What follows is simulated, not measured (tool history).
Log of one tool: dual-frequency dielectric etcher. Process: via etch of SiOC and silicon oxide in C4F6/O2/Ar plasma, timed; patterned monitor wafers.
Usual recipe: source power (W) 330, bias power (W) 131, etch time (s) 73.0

| run | hour | source power (W) | bias power (W) | etch time (s) | wafers since the last listed run | hours since the last wet clean | hours since the last source power generator calibration | hours since the last bias power generator calibration | hours since the last upper electrode change | hours since the gauge calibration | read-back reference wafer on the same gauge, depth_nm | mean etch depth across the wafer (Å) |
|---|---|---|---|---|---|---|---|---|---|---|---|---|
| 1 | 0.0 | 330 | 131 | 59.5 | 0 | 257.9 | 383.1 | 2863.8 | 3989.8 | 616.3 | 59.2 | 558 |
| 2 | 60.7 | 330 | 131 | 73.0 | 471 | 318.6 | 443.8 | 2924.5 | 4050.5 | 677.0 | 59.2 | 685 |
|  | 115.2 | wet clean of the chamber |
| 3 | 141.4 | 330 | 131 | 73.0 | 440 | 26.2 | 524.5 | 3005.2 | 4131.2 | 757.7 | 59.2 | 688 |
| 4 | 215.6 | 330 | 131 | 73.0 | 575 | 100.4 | 598.7 | 3079.4 | 4205.4 | 831.9 | 59.1 | 693 |
| 5 | 279.6 | 330 | 131 | 73.0 | 496 | 164.4 | 662.7 | 3143.4 | 4269.4 | 895.9 | 59.3 | 681 |
| 6 | 358.0 | 330 | 131 | 73.0 | 608 | 242.8 | 741.1 | 3221.8 | 4347.8 | 974.3 | 59.1 | 690 |
| 7 | 405.0 | 330 | 131 | 73.0 | 364 | 289.8 | 788.1 | 3268.8 | 4394.8 | 1021.3 | 59.2 | 690 |
| 8 | 481.4 | 330 | 131 | 73.0 | 592 | 366.2 | 864.5 | 3345.2 | 4471.2 | 1097.7 | 59.2 | 688 |
|  | 583.6 | wet clean of the chamber |
| 9 | 627.1 | 330 | 131 | 73.0 | 944 | 43.5 | 1010.2 | 3490.9 | 4616.9 | 1243.4 | 59.2 | 680 |
| 10 | 670.4 | 330 | 131 | 73.0 | 336 | 86.8 | 1053.5 | 3534.2 | 4660.2 | 1286.7 | 59.2 | 684 |
| 11 | 719.0 | 280 | 131 | 73.0 | 377 | 135.4 | 1102.1 | 3582.8 | 4708.8 | 1335.3 | 59.2 | 655 |
|  | 751.0 | gauge calibrated |
| 12 | 768.3 | 280 | 131 | 73.0 | 382 | 184.7 | 1151.4 | 3632.1 | 4758.1 | 17.3 | 59.2 | 656 |
| 13 | 818.8 | 330 | 131 | 73.0 | 391 | 235.2 | 1201.9 | 3682.6 | 4808.6 | 67.8 | 59.2 | 686 |
| 14 | 925.5 | 330 | 147 | 73.0 | 828 | 341.9 | 1308.6 | 3789.3 | 4915.3 | 174.5 | 59.2 | 710 |
| 15 | 994.6 | 400 | 120 | 88.5 | 536 | 411.0 | 1377.7 | 3858.4 | 4984.4 | 243.6 | 59.2 | 873 |
|  | 1000.0 | bias power generator calibrated |
|  | 1063.5 | wet clean of the chamber |
| 16 | 1064.0 | 360 | 114 | 73.0 | 321 | 0.5 | 1447.1 | 64.0 | 5053.8 | 313.0 | 59.2 | 685 |
| 17 | 1087.8 | 280 | 131 | 73.0 | 184 | 24.3 | 1470.9 | 87.8 | 5077.6 | 336.8 | 59.2 | 652 |
|  | 1121.4 | source power generator calibrated |
| 18 | 1150.2 | 280 | 131 | 73.0 | 453 | 86.7 | 28.8 | 150.2 | 5140.0 | 399.2 | 59.2 | 656 |
| 19 | 1236.3 | 300 | 163 | 73.0 | 668 | 172.8 | 114.9 | 236.3 | 5226.1 | 485.3 | 59.2 | 709 |
| 20 | 1287.5 | 280 | 149 | 88.5 | 397 | 224.0 | 166.1 | 287.5 | 5277.3 | 536.5 | 59.2 | 815 |
|  | 1544.5 | wet clean of the chamber |
| 21 | 1569.8 | 250 | 114 | 90.5 | 2004 | 25.3 | 448.4 | 569.8 | 5559.6 | 818.8 | 59.1 | 751 |
|  | 1637.4 | upper electrode replaced |
| 22 | 1637.9 | 280 | 131 | 84.5 | 342 | 93.4 | 516.5 | 637.9 | 0.5 | 886.9 | 59.2 | 754 |
| 23 | 1655.6 | 330 | 131 | 73.0 | 137 | 111.1 | 534.2 | 655.6 | 18.2 | 904.6 | 59.2 | 683 |
| 24 | 1754.8 | 350 | 131 | 73.0 | 769 | 210.3 | 633.4 | 754.8 | 117.4 | 1003.8 | 59.2 | 703 |
| 25 | 1850.1 | 400 | 99 | 54.5 | 739 | 305.6 | 728.7 | 850.1 | 212.7 | 1099.1 | 59.2 | 510 |
| 26 | 1926.1 | 330 | 131 | 73.0 | 589 | 381.6 | 804.7 | 926.1 | 288.7 | 1175.1 | 59.3 | 681 |
|  | 2004.8 | wet clean of the chamber |
| 27 | 2016.2 | 330 | 123 | 73.0 | 513 | 11.4 | 894.8 | 1016.2 | 378.8 | 1265.2 | 59.2 | 672 |
| 28 | 2054.8 | 300 | 131 | 92.0 | 299 | 50.0 | 933.4 | 1054.8 | 417.4 | 1303.8 | 59.2 | 846 |
| 29 | 2127.3 | 290 | 102 | 73.0 | 562 | 122.5 | 1005.9 | 1127.3 | 489.9 | 1376.3 | 59.2 | 625 |

Branching from run 29: 3 alternative next runs. What would each branch give?
| A | 2127.7 | 330 | 102 | 73.0 | 3 | 122.9 | 1006.3 | 1127.7 | 490.3 | 1376.7 | ? | ? |
| B | 2127.7 | 280 | 112 | 62.5 | 3 | 122.9 | 1006.3 | 1127.7 | 490.3 | 1376.7 | ? | ? |
| C | 2127.7 | 290 | 131 | 95.0 | 3 | 122.9 | 1006.3 | 1127.7 | 490.3 | 1376.7 | ? | ? |

| run | read-back reference wafer on the same gauge, depth_nm | mean etch depth across the wafer (Å) |
|---|---|---|
| A | 59.2 | 645 |
| B | 59.2 | 535 |
| C | 59.2 | 857 |
With no hidden state in the tool, these same runs would have given:
| run | mean etch depth across the wafer (Å) |
|---|---|
| A | 645 |
| B | 535 |
| C | 857 |
